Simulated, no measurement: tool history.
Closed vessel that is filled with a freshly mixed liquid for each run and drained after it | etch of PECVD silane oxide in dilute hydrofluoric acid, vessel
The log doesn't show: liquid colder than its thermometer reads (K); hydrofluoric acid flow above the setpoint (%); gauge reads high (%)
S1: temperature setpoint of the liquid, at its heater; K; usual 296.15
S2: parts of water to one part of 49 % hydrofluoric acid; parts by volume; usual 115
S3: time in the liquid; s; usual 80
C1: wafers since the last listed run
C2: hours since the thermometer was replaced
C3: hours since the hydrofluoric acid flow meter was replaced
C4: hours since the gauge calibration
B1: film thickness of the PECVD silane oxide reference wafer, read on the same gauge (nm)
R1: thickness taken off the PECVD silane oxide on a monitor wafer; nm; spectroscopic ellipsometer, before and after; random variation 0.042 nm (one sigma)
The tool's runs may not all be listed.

run	hour	S1	S2	S3	C1	C2	C3	C4	B1	R1
1	0	296.15	115	80	0	693.4	861.4	1188.9	50	9.9
2	82.6	296.15	115	80	9398	776	944	1271.5	50	9.93
3	167.7	296.15	115	80	9683	861.1	1029.1	1356.6	50.01	9.87
4	208.7	296.15	115	80	4665	902.1	1070.1	1397.6	49.99	9.86
5	245.8	296.15	115	80	4221	939.2	1107.2	1434.7	50.01	9.92
6	318.9	296.15	115	80	8317	1012.3	1180.3	1507.8	50.02	9.85
7	380.4	296.15	115	80	6997	1073.8	1241.8	1569.3	50	9.85
8	586.4	296.15	115	80	23440	1279.8	1447.8	1775.3	50	9.81
# hour 639.1: gauge calibrated
9	655.6	296.15	115	80	7874	1349	1517	16.5	50	9.84
10	700.9	297.65	165	30	5154	1394.3	1562.3	61.8	50	2.57
# hour 736.4: thermometer replaced
11	770.1	296.15	115	80	7760	33.7	1631.5	131	49.99	10.1
# hour 888.7: hydrofluoric acid flow meter replaced
12	926.4	296.15	60	120	17671	190	37.7	287.3	49.98	30.94
13	1243.2	296.15	65	80	36047	506.8	354.5	604.1	49.97	18.79
14	1341	294.15	155	80	11128	604.6	452.3	701.9	50	6.54
15	1397.4	299.65	115	55	6417	661	508.7	758.3	50.02	7.79
16	1456.5	296.15	115	80	6724	720.1	567.8	817.4	50.01	9.91

The next listed run, before its measurement:
17	1557.2	300.65	60	80	11458	820.8	668.5	918.1	?	?

B1: 50.01
R1: 24.55 nm
Without the tool's hidden state the same run would have given R1 25 nm.
